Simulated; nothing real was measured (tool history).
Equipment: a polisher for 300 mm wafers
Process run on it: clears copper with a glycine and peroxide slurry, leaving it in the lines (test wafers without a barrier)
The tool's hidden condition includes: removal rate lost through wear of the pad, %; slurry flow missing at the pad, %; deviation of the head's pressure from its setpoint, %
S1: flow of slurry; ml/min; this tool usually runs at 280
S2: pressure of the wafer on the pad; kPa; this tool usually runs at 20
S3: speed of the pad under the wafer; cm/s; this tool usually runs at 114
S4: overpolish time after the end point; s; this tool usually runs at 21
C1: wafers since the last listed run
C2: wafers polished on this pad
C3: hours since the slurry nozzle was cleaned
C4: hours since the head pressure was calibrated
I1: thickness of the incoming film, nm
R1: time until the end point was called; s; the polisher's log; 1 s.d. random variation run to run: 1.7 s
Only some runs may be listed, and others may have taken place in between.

run,hour,S1,S2,S3,S4,C1,C2,C3,C4,I1,R1
1,0,280,20,104,21,0,296,582.7,1314.1,561.3,112.1
2,13.4,280,20,104,21,71,368,596.1,1327.5,556.4,114.8
3,23.4,280,20,104,21,53,422,606.1,1337.5,559.5,111.9
4,32.8,280,20,114,21,50,472,615.5,1346.9,567,108.4
5,44.4,280,20,114,21,62,534,627.1,1358.5,554.4,104.7
6,54.2,250,20,114,15,52,587,636.9,1368.3,548.6,107.5
7,60.8,250,20,114,15,35,622,643.5,1374.9,549.5,105.5
8,73.2,280,20,114,16,66,688,655.9,1387.3,554.2,109.1
# hour 87.9: worn pad replaced by a new one
9,91,280,20,114,16,73,16,673.7,1405.1,561.8,99
10,98.9,280,20,114,16,42,58,681.6,1413,563,101.3
11,111.2,280,24.1,114,14,65,124,693.9,1425.3,555.1,88
12,123.5,280,24.1,114,14,65,190,706.2,1437.6,557.7,87
13,138.9,280,24.1,114,14,82,273,721.6,1453,566.4,89.6
14,149.8,280,23.4,114,21,58,331,732.5,1463.9,562.7,91.1
15,167.1,280,15.2,114,21,92,424,749.8,1481.2,560.4,133.6
16,175.4,320,22.1,136,32,44,468,758.1,1489.5,553,80.9
# hour 180.7: head pressure recalibrated
17,182.4,255,20,114,21,26,495,765.1,1.7,565,105.7
# hour 198.4: slurry nozzle cleaned
18,199.4,280,22.8,84,21,85,581,1,18.7,555.7,121.7
19,210.3,280,20,96,21,58,639,11.9,29.6,553.1,121.2
# hour 220.3: worn pad replaced by a new one
20,220.8,360,20,114,21,34,2,22.4,40.1,565,98.2
21,233.5,210,14.5,114,21,68,70,35.1,52.8,561.4,135.1
22,242.5,280,20,114,17,48,118,44.1,61.8,560,101.8
23,258.1,280,20,114,21,83,202,59.7,77.4,557.9,103.1
24,266.3,280,20,114,21,43,246,67.9,85.6,561.6,105.8
25,273.5,215,24.8,114,21,38,284,75.1,92.8,558,90.4
26,287.4,280,20,148,21,74,359,89,106.7,559.7,84.2

Hidden state, per run?
slurry flow missing at the pad, %: 0 in every run
deviation of the head's pressure from its setpoint, %: 0 in every run
H1: removal rate lost through wear of the pad, %
run,H1
1,6
2,6.54
3,6.85
4,7.09
5,7.32
6,7.47
7,7.56
8,7.69
9,0.693
10,1.78
11,3.12
12,4.15
13,5.1
14,5.59
15,6.18
16,6.38
17,6.53
18,6.81
19,6.94
20,0.664
21,2.41
22,3.39
23,4.68
24,5.19
25,5.58
26,6.16
